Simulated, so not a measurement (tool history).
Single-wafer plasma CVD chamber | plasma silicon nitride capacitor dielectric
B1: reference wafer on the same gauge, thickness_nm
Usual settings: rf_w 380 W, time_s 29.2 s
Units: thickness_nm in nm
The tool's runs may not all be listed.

Run 1, hour 0: usual settings; B1 37.619. Result: thickness_nm 38.413 nm.
Run 2, hour 13.1: usual settings; B1 37.584. Result: thickness_nm 38.364 nm.
Run 3, hour 26.8: usual settings; B1 37.617. Result: thickness_nm 38.526 nm.
Run 4, hour 33.6: usual settings but rf_w 405 W, time_s 26.1 s; B1 37.57. Result: thickness_nm 35.245 nm.
Run 5, hour 58.5: usual settings but rf_w 405 W, time_s 26.1 s; B1 37.596. Result: thickness_nm 35.201 nm.
Run 6, hour 72.9: usual settings; B1 37.607. Result: thickness_nm 38.37 nm.
At hour 82.3: showerhead replaced.
Run 7, hour 84.2: usual settings; B1 37.591. Result: thickness_nm 38.546 nm.
At hour 93: RF generator calibrated.
Run 8, hour 132.4: usual settings but rf_w 400 W, time_s 34.2 s; B1 37.587. Result: thickness_nm 45.808 nm.
Run 9, hour 141.3: usual settings but rf_w 305 W, time_s 24.8 s; B1 37.625. Result: thickness_nm 30.029 nm.
At hour 164.5: gauge calibrated.
Run 10, hour 188.2: usual settings but rf_w 355 W, time_s 33.5 s; B1 37.586. Result: thickness_nm 43.019 nm.
Run 11, hour 202.5: usual settings but rf_w 405 W, time_s 34.8 s; B1 37.616. Result: thickness_nm 47.048 nm.
Run 12, hour 217.7: usual settings; B1 37.624. Result: thickness_nm 38.619 nm.
Run 13, hour 231.9: usual settings; B1 37.617. Result: thickness_nm 38.351 nm.
Run 14, hour 238.2: usual settings but time_s 31.4 s; B1 37.596. Result: thickness_nm 41.416 nm.

3 ways to go on from here, each from the tool as it stands after run 14. What would each give?
Run A, hour 238.6: usual settings; B1 ?. Result: thickness_nm ?.
Run B, hour 238.6: usual settings but rf_w 360 W, time_s 34.5 s; B1 ?. Result: thickness_nm ?.
Run C, hour 238.6: usual settings but rf_w 320 W; B1 ?. Result: thickness_nm ?.

run      B1  thickness_nm
  A  37.613        38.531
  B  37.613        44.616
  C  37.613        36.105
Without the tool's hidden state the same runs would have given:
run  thickness_nm
  A        38.531
  B        44.616
  C        36.105
